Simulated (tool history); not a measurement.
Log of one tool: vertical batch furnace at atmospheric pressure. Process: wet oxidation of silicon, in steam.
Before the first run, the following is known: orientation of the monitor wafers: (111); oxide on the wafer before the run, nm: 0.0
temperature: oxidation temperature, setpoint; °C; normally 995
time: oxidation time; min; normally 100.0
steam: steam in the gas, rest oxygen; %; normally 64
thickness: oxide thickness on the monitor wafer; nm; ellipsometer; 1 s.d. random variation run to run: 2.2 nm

run	day	temperature	time	steam	read-back reference wafer on the same gauge, thickness	thickness
1	0.000	995	100.0	64	552.22	540.12
2	0.333	995	123.0	64	552.50	612.26
3	0.808	995	123.0	64	552.18	611.33
4	1.471	995	100.0	64	551.57	537.51
5	2.154	995	100.0	64	551.54	540.77
6	2.633	995	100.0	64	551.59	540.54
7	3.167	983	100.0	64	552.99	504.61
8	3.529	995	100.0	64	552.28	539.63
9	4.008	995	100.0	64	552.11	536.39
10	4.500	995	100.0	64	552.04	536.80
11	5.183	995	100.0	64	552.07	542.96
12	5.938	995	100.0	72	552.00	578.10
13	6.538	995	100.0	64	552.99	534.78
14	6.992	995	100.0	64	552.81	539.17
15	7.704	995	100.0	64	552.07	537.46
16	8.429	995	100.0	64	552.15	544.91
17	9.333	995	100.0	64	552.17	541.80
18	9.921	995	119.5	64	551.98	605.67
19	10.817	995	119.5	64	552.11	604.40
20	11.721	995	100.0	64	552.34	542.30
21	12.421	1011	130.5	76	552.36	758.68
22	13.167	995	100.0	58	551.86	509.72
23	13.796	995	100.0	64	551.98	538.64
24	14.400	1008	134.0	52	551.78	609.53
25	14.742	995	100.0	64	551.99	540.40
26	15.258	1020	68.0	57	552.19	454.31
27	16.021	995	100.0	68	552.43	559.42
28	19.375	995	100.0	64	551.85	541.00
29	19.588	995	100.0	64	551.03	540.42
30	19.804	995	84.5	64	552.17	484.14
31	20.017	981	79.0	72	552.38	463.68
32	20.392	1011	52.5	69	551.99	415.84
33	20.708	1020	68.0	57	552.13	455.97
34	21.200	995	100.0	64	551.81	542.17
35	21.971	995	138.0	64	551.92	656.60
36	22.371	1017	122.5	74	551.71	737.95
37	22.767	1016	100.0	60	552.34	581.64
38	24.404	995	71.5	64	552.61	437.65
39	24.842	1018	61.5	73	551.12	489.98

Between the runs listed above, the log contained 3 entries, not reproduced here. Where in the sequence does each belong, and how does what the log doesn't record of the tool's condition differ from the listed run before to the listed run after?
Between runs 18 and 19: gauge calibrated (day 10.617)
  the hidden state is the same at both runs
Between runs 27 and 28: thermocouples replaced and temperature profile calibrated (day 18.825); steam generator serviced (day 19.354)
  the hidden state is the same at both runs
